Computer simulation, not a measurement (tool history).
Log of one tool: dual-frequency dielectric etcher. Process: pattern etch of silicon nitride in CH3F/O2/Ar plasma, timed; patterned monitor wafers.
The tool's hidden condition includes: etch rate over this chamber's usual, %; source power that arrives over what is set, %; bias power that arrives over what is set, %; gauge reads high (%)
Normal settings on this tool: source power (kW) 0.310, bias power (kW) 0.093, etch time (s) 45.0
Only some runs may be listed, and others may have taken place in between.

| run | hour | source power (kW) | bias power (kW) | etch time (s) | wafers since the last listed run | hours since the last wet clean | hours since the last source power generator calibration | hours since the last bias power generator calibration | hours since the last upper electrode change | hours since the gauge calibration | read-back reference wafer on the same gauge, depth_nm | mean etch depth across the wafer (nm) |
|---|---|---|---|---|---|---|---|---|---|---|---|---|
| 1 | 0.0 | 0.310 | 0.100 | 53.5 | 0 | 209.7 | 2555.9 | 4048.8 | 3274.3 | 77.9 | 24.10 | 35.91 |
| 2 | 17.9 | 0.310 | 0.100 | 53.5 | 210 | 227.6 | 2573.8 | 4066.7 | 3292.2 | 95.8 | 24.10 | 35.99 |
| 3 | 41.3 | 0.310 | 0.100 | 53.5 | 274 | 251.0 | 2597.2 | 4090.1 | 3315.6 | 119.2 | 24.10 | 35.90 |
| 4 | 56.2 | 0.310 | 0.093 | 45.0 | 174 | 265.9 | 2612.1 | 4105.0 | 3330.5 | 134.1 | 24.10 | 29.20 |
| 5 | 71.5 | 0.310 | 0.093 | 45.0 | 179 | 281.2 | 2627.4 | 4120.3 | 3345.8 | 149.4 | 24.11 | 29.06 |
| 6 | 87.0 | 0.310 | 0.093 | 45.0 | 181 | 296.7 | 2642.9 | 4135.8 | 3361.3 | 164.9 | 24.10 | 29.19 |
| 7 | 114.9 | 0.310 | 0.093 | 38.0 | 327 | 324.6 | 2670.8 | 4163.7 | 3389.2 | 192.8 | 24.11 | 24.54 |
| 8 | 131.1 | 0.310 | 0.093 | 38.0 | 190 | 340.8 | 2687.0 | 4179.9 | 3405.4 | 209.0 | 24.10 | 24.55 |
| 9 | 143.5 | 0.310 | 0.093 | 38.0 | 145 | 353.2 | 2699.4 | 4192.3 | 3417.8 | 221.4 | 24.10 | 24.51 |
| 10 | 178.1 | 0.310 | 0.093 | 45.0 | 406 | 387.8 | 2734.0 | 4226.9 | 3452.4 | 256.0 | 24.11 | 29.09 |
| 11 | 197.4 | 0.310 | 0.080 | 45.0 | 226 | 407.1 | 2753.3 | 4246.2 | 3471.7 | 275.3 | 24.11 | 27.01 |
| 12 | 216.7 | 0.310 | 0.080 | 45.0 | 226 | 426.4 | 2772.6 | 4265.5 | 3491.0 | 294.6 | 24.11 | 27.04 |
| 13 | 232.1 | 0.310 | 0.102 | 45.0 | 180 | 441.8 | 2788.0 | 4280.9 | 3506.4 | 310.0 | 24.11 | 30.28 |
| 14 | 265.0 | 0.360 | 0.104 | 40.0 | 386 | 474.7 | 2820.9 | 4313.8 | 3539.3 | 342.9 | 24.09 | 28.85 |
| 15 | 287.1 | 0.280 | 0.112 | 37.0 | 259 | 496.8 | 2843.0 | 4335.9 | 3561.4 | 365.0 | 24.11 | 25.02 |
| 16 | 313.7 | 0.290 | 0.110 | 34.0 | 312 | 523.4 | 2869.6 | 4362.5 | 3588.0 | 391.6 | 24.09 | 23.09 |
|  | 339.3 | bias power generator calibrated |
| 17 | 341.6 | 0.310 | 0.093 | 45.0 | 280 | 551.3 | 2897.5 | 2.3 | 3615.9 | 419.5 | 24.10 | 28.99 |
|  | 366.1 | source power generator calibrated |
|  | 372.7 | wet clean of the chamber |
| 18 | 373.2 | 0.380 | 0.103 | 54.0 | 247 | 0.5 | 7.1 | 33.9 | 3647.5 | 451.1 | 24.11 | 40.03 |
|  | 406.4 | upper electrode replaced |
| 19 | 406.9 | 0.230 | 0.093 | 40.5 | 113 | 34.2 | 40.8 | 67.6 | 0.5 | 484.8 | 24.10 | 23.47 |
| 20 | 414.4 | 0.330 | 0.093 | 45.0 | 88 | 41.7 | 48.3 | 75.1 | 8.0 | 492.3 | 24.10 | 30.11 |
|  | 426.2 | gauge calibrated |
| 21 | 488.4 | 0.310 | 0.093 | 45.0 | 868 | 115.7 | 122.3 | 149.1 | 82.0 | 62.2 | 24.09 | 29.23 |
| 22 | 506.6 | 0.310 | 0.083 | 35.5 | 213 | 133.9 | 140.5 | 167.3 | 100.2 | 80.4 | 24.09 | 21.84 |
| 23 | 528.9 | 0.310 | 0.093 | 39.5 | 261 | 156.2 | 162.8 | 189.6 | 122.5 | 102.7 | 24.07 | 25.71 |
| 24 | 546.4 | 0.310 | 0.093 | 45.0 | 205 | 173.7 | 180.3 | 207.1 | 140.0 | 120.2 | 24.11 | 29.28 |

For some of the steps in mean etch depth across the wafer (nm) from one run to the next: how much would appear even if the tool had no hidden state, given the settings, what came in and random variation, and how much remains for the hidden state plus any gauge scatter that the measured result and the result without hidden state don't share?
Run 16 -> 17: source power (kW) 0.290 -> 0.310, bias power (kW) 0.110 -> 0.093, etch time (s) 34.0 -> 45.0, bias power generator calibrated. mean etch depth across the wafer (nm) +5.90: hidden state -0.12, all else +6.02.
Run 17 -> 18: source power (kW) 0.310 -> 0.380, bias power (kW) 0.093 -> 0.103, etch time (s) 45.0 -> 54.0, source power generator calibrated, wet clean of the chamber. mean etch depth across the wafer (nm) +11.04: hidden state +0.49, all else +10.55.
Run 18 -> 19: source power (kW) 0.380 -> 0.230, bias power (kW) 0.103 -> 0.093, etch time (s) 54.0 -> 40.5, upper electrode replaced. mean etch depth across the wafer (nm) -16.56: hidden state -0.03, all else -16.53.
